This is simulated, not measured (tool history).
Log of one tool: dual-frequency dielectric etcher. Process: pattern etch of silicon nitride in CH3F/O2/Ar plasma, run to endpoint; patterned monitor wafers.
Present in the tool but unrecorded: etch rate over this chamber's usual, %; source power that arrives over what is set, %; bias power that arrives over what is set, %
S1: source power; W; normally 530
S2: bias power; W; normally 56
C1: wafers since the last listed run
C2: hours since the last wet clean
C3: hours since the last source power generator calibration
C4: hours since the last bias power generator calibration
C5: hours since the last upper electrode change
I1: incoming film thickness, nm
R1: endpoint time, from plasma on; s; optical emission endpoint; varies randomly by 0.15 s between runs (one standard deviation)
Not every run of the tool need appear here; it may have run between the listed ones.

run	hour	S1	S2	C1	C2	C3	C4	C5	I1	R1
1	0.0	530	56	0	295.7	4912.1	3936.3	2264.9	34.03	50.8
2	8.1	600	56	120	303.8	4920.2	3944.4	2273.0	34.25	48.5
3	20.4	600	56	182	316.1	4932.5	3956.7	2285.3	34.38	48.8
4	29.3	530	56	132	325.0	4941.4	3965.6	2294.2	34.42	51.3
5	40.7	530	56	169	336.4	4952.8	3977.0	2305.6	34.05	50.8
6	55.4	530	56	218	351.1	4967.5	3991.7	2320.3	34.48	51.2
7	61.5	450	56	90	357.2	4973.6	3997.8	2326.4	34.18	54.0
8	69.7	530	50	121	365.4	4981.8	4006.0	2334.6	34.25	51.8
9	80.3	530	56	157	376.0	4992.4	4016.6	2345.2	34.24	50.7
10	96.9	530	56	246	392.6	5009.0	4033.2	2361.8	33.79	50.5
# hour 126.6: wet clean of the chamber
11	127.1	530	56	92	0.5	5039.2	4063.4	2392.0	33.92	51.3
12	127.4	530	56	4	0.8	5039.5	4063.7	2392.3	34.21	51.5
13	161.0	440	67	498	34.4	5073.1	4097.3	2425.9	34.32	53.8
# hour 172.9: bias power generator calibrated
14	175.5	530	56	155	48.9	5087.6	2.6	2440.4	34.34	51.7
15	192.7	640	44	255	66.1	5104.8	19.8	2457.6	34.68	50.2
16	207.6	530	60	221	81.0	5119.7	34.7	2472.5	34.35	51.1
# hour 239.1: upper electrode replaced
17	239.6	530	56	118	113.0	5151.7	66.7	0.5	33.80	50.6
18	239.9	530	56	4	113.3	5152.0	67.0	0.8	34.50	51.7
# hour 246.9: source power generator calibrated
19	247.4	450	56	51	120.8	0.5	74.5	8.3	34.27	54.9
20	252.8	570	68	80	126.2	5.9	79.9	13.7	34.15	47.8
21	264.7	650	56	176	138.1	17.8	91.8	25.6	33.75	46.5
22	276.1	530	63	169	149.5	29.2	103.2	37.0	34.25	50.2
23	284.1	610	51	118	157.5	37.2	111.2	45.0	33.99	49.2
24	292.3	660	56	121	165.7	45.4	119.4	53.2	33.92	46.4
25	315.4	470	45	342	188.8	68.5	142.5	76.3	34.40	56.0
26	325.5	530	56	149	198.9	78.6	152.6	86.4	34.26	51.2
27	341.8	660	65	241	215.2	94.9	168.9	102.7	34.22	45.8
28	353.6	460	56	175	227.0	106.7	180.7	114.5	34.30	53.9

Consider 4 possible next runs. They are alternatives, not a sequence: every one starts from the tool as it was left by run 28. What does each give?
A	354.0	530	56	5	227.4	107.1	181.1	114.9	34.45	?
B	354.0	530	49	5	227.4	107.1	181.1	114.9	34.45	?
C	354.0	530	62	5	227.4	107.1	181.1	114.9	34.45	?
D	354.0	480	61	5	227.4	107.1	181.1	114.9	34.45	?

run	R1
A	51.7
B	52.9
C	50.8
D	53.0
With no hidden state in the tool, these same runs would have given:
run	R1
A	52.2
B	53.4
C	51.2
D	53.5

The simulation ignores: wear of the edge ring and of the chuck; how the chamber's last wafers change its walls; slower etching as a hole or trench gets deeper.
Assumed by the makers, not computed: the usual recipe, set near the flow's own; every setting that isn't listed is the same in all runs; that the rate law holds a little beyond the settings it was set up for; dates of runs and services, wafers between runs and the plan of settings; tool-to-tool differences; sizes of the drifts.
